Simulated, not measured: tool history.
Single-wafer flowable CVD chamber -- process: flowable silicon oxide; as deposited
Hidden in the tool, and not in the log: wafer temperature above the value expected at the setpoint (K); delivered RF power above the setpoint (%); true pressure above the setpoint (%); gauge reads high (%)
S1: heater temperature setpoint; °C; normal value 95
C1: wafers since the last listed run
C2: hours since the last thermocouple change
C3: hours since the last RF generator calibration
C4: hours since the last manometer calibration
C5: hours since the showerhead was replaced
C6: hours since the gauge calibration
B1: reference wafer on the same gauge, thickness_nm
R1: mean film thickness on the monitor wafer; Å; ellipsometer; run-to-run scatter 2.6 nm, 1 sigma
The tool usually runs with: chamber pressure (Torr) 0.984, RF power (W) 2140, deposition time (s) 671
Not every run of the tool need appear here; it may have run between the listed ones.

run 1 hour=0.0 | S1=95 chamber_pressure_(Torr)=0.984 RF_power_(W)=2140 deposition_time_(s)=671 | C1=0 C2=248.9 C3=695.9 C4=410.4 C5=100.4 C6=280.5 | B1=571.772 | R1=6411.29
run 2 hour=84.4 | S1=95 chamber_pressure_(Torr)=0.984 RF_power_(W)=2140 deposition_time_(s)=751 | C1=333 C2=333.3 C3=780.3 C4=494.8 C5=184.8 C6=364.9 | B1=571.400 | R1=7219.70
-- hour=162.5 RF generator calibrated
run 3 hour=170.2 | S1=95 chamber_pressure_(Torr)=0.984 RF_power_(W)=2140 deposition_time_(s)=751 | C1=307 C2=419.1 C3=7.7 C4=580.6 C5=270.6 C6=450.7 | B1=571.560 | R1=7227.00
run 4 hour=223.6 | S1=95 chamber_pressure_(Torr)=0.984 RF_power_(W)=2140 deposition_time_(s)=751 | C1=211 C2=472.5 C3=61.1 C4=634.0 C5=324.0 C6=504.1 | B1=571.325 | R1=7227.11
run 5 hour=297.8 | S1=84 chamber_pressure_(Torr)=0.984 RF_power_(W)=1860 deposition_time_(s)=615 | C1=293 C2=546.7 C3=135.3 C4=708.2 C5=398.2 C6=578.3 | B1=571.817 | R1=7880.05
run 6 hour=385.3 | S1=95 chamber_pressure_(Torr)=0.984 RF_power_(W)=2140 deposition_time_(s)=671 | C1=346 C2=634.2 C3=222.8 C4=795.7 C5=485.7 C6=665.8 | B1=571.712 | R1=6447.51
-- hour=568.6 capacitance manometer re-zeroed and calibrated, repeated, since the last time left the tool worse
run 7 hour=663.5 | S1=95 chamber_pressure_(Torr)=0.984 RF_power_(W)=2325 deposition_time_(s)=562 | C1=1068 C2=912.4 C3=501.0 C4=94.9 C5=763.9 C6=944.0 | B1=572.218 | R1=5651.63
run 8 hour=751.1 | S1=95 chamber_pressure_(Torr)=0.984 RF_power_(W)=2030 deposition_time_(s)=671 | C1=346 C2=1000.0 C3=588.6 C4=182.5 C5=851.5 C6=1031.6 | B1=571.787 | R1=6687.74
run 9 hour=851.4 | S1=95 chamber_pressure_(Torr)=1.121 RF_power_(W)=2140 deposition_time_(s)=671 | C1=396 C2=1100.3 C3=688.9 C4=282.8 C5=951.8 C6=1131.9 | B1=572.363 | R1=7572.89
run 10 hour=896.0 | S1=95 chamber_pressure_(Torr)=0.984 RF_power_(W)=2140 deposition_time_(s)=671 | C1=176 C2=1144.9 C3=733.5 C4=327.4 C5=996.4 C6=1176.5 | B1=570.799 | R1=6677.11
-- hour=1000.4 RF generator calibrated
run 11 hour=1003.9 | S1=81 chamber_pressure_(Torr)=0.908 RF_power_(W)=1965 deposition_time_(s)=609 | C1=395 C2=1252.8 C3=3.5 C4=435.3 C5=1104.3 C6=1284.4 | B1=572.919 | R1=8174.42
run 12 hour=1071.5 | S1=95 chamber_pressure_(Torr)=0.984 RF_power_(W)=1835 deposition_time_(s)=671 | C1=267 C2=1320.4 C3=71.1 C4=502.9 C5=1171.9 C6=1352.0 | B1=572.353 | R1=6609.12
run 13 hour=1134.2 | S1=95 chamber_pressure_(Torr)=0.984 RF_power_(W)=2140 deposition_time_(s)=671 | C1=248 C2=1383.1 C3=133.8 C4=565.6 C5=1234.6 C6=1414.7 | B1=572.586 | R1=6703.82
run 14 hour=1181.4 | S1=95 chamber_pressure_(Torr)=0.787 RF_power_(W)=2140 deposition_time_(s)=671 | C1=186 C2=1430.3 C3=181.0 C4=612.8 C5=1281.8 C6=1461.9 | B1=571.594 | R1=5376.64
run 15 hour=1263.4 | S1=95 chamber_pressure_(Torr)=0.984 RF_power_(W)=2495 deposition_time_(s)=671 | C1=324 C2=1512.3 C3=263.0 C4=694.8 C5=1363.8 C6=1543.9 | B1=571.722 | R1=6772.11
run 16 hour=1366.4 | S1=95 chamber_pressure_(Torr)=0.984 RF_power_(W)=1885 deposition_time_(s)=798 | C1=407 C2=1615.3 C3=366.0 C4=797.8 C5=1466.8 C6=1646.9 | B1=572.460 | R1=7884.45
run 17 hour=1408.9 | S1=95 chamber_pressure_(Torr)=1.121 RF_power_(W)=2140 deposition_time_(s)=671 | C1=168 C2=1657.8 C3=408.5 C4=840.3 C5=1509.3 C6=1689.4 | B1=571.689 | R1=7702.27
run 18 hour=1513.7 | S1=95 chamber_pressure_(Torr)=0.984 RF_power_(W)=2140 deposition_time_(s)=671 | C1=414 C2=1762.6 C3=513.3 C4=945.1 C5=1614.1 C6=1794.2 | B1=571.502 | R1=6766.10
run 19 hour=1607.7 | S1=108 chamber_pressure_(Torr)=0.857 RF_power_(W)=1850 deposition_time_(s)=544 | C1=371 C2=1856.6 C3=607.3 C4=1039.1 C5=1708.1 C6=1888.2 | B1=572.667 | R1=3192.65
run 20 hour=1648.6 | S1=95 chamber_pressure_(Torr)=0.984 RF_power_(W)=2140 deposition_time_(s)=671 | C1=161 C2=1897.5 C3=648.2 C4=1080.0 C5=1749.0 C6=1929.1 | B1=571.493 | R1=6773.95
run 21 hour=1741.1 | S1=95 chamber_pressure_(Torr)=1.131 RF_power_(W)=2140 deposition_time_(s)=671 | C1=365 C2=1990.0 C3=740.7 C4=1172.5 C5=1841.5 C6=2021.6 | B1=571.257 | R1=7720.59
run 22 hour=1778.3 | S1=95 chamber_pressure_(Torr)=1.101 RF_power_(W)=1895 deposition_time_(s)=615 | C1=147 C2=2027.2 C3=777.9 C4=1209.7 C5=1878.7 C6=2058.8 | B1=571.520 | R1=6806.54
run 23 hour=1868.9 | S1=95 chamber_pressure_(Torr)=0.984 RF_power_(W)=2140 deposition_time_(s)=671 | C1=358 C2=2117.8 C3=868.5 C4=1300.3 C5=1969.3 C6=2149.4 | B1=571.214 | R1=6792.11
run 24 hour=1906.0 | S1=95 chamber_pressure_(Torr)=0.984 RF_power_(W)=2020 deposition_time_(s)=671 | C1=146 C2=2154.9 C3=905.6 C4=1337.4 C5=2006.4 C6=2186.5 | B1=572.162 | R1=6728.26
-- hour=1980.1 RF generator calibrated
run 25 hour=2011.7 | S1=95 chamber_pressure_(Torr)=1.070 RF_power_(W)=2140 deposition_time_(s)=671 | C1=386 C2=2260.6 C3=31.6 C4=1443.1 C5=2112.1 C6=2292.2 | B1=570.817 | R1=7418.73
run 26 hour=2215.9 | S1=95 chamber_pressure_(Torr)=0.984 RF_power_(W)=2140 deposition_time_(s)=671 | C1=807 C2=2464.8 C3=235.8 C4=1647.3 C5=2316.3 C6=2496.4 | B1=571.986 | R1=6760.73
run 27 hour=2259.9 | S1=83 chamber_pressure_(Torr)=0.984 RF_power_(W)=2140 deposition_time_(s)=671 | C1=174 C2=2508.8 C3=279.8 C4=1691.3 C5=2360.3 C6=2540.4 | B1=572.432 | R1=9456.72
run 28 hour=2342.1 | S1=95 chamber_pressure_(Torr)=0.876 RF_power_(W)=2140 deposition_time_(s)=584 | C1=325 C2=2591.0 C3=362.0 C4=1773.5 C5=2442.5 C6=2622.6 | B1=572.468 | R1=5274.85
run 29 hour=2379.3 | S1=95 chamber_pressure_(Torr)=0.984 RF_power_(W)=2380 deposition_time_(s)=544 | C1=147 C2=2628.2 C3=399.2 C4=1810.7 C5=2479.7 C6=2659.8 | B1=572.201 | R1=5605.28

3 ways to go on from here, each from the tool as it stands after run 29. What would each give?
run A hour=2379.9 | S1=95 chamber_pressure_(Torr)=0.984 RF_power_(W)=2140 deposition_time_(s)=671 | C1=2 C2=2628.8 C3=399.8 C4=1811.3 C5=2480.3 C6=2660.4 | B1=? | R1=?
run B hour=2379.9 | S1=81 chamber_pressure_(Torr)=1.049 RF_power_(W)=2525 deposition_time_(s)=671 | C1=2 C2=2628.8 C3=399.8 C4=1811.3 C5=2480.3 C6=2660.4 | B1=? | R1=?
run C hour=2379.9 | S1=82 chamber_pressure_(Torr)=1.138 RF_power_(W)=2355 deposition_time_(s)=799 | C1=2 C2=2628.8 C3=399.8 C4=1811.3 C5=2480.3 C6=2660.4 | B1=? | R1=?

run=A B1=571.495 R1=6817.15
run=B B1=571.495 R1=10859.94
run=C B1=571.495 R1=13486.87
Had the tool no hidden state, the same runs would have come out as:
run=A R1=6633.72
run=B R1=10589.59
run=C R1=13154.74
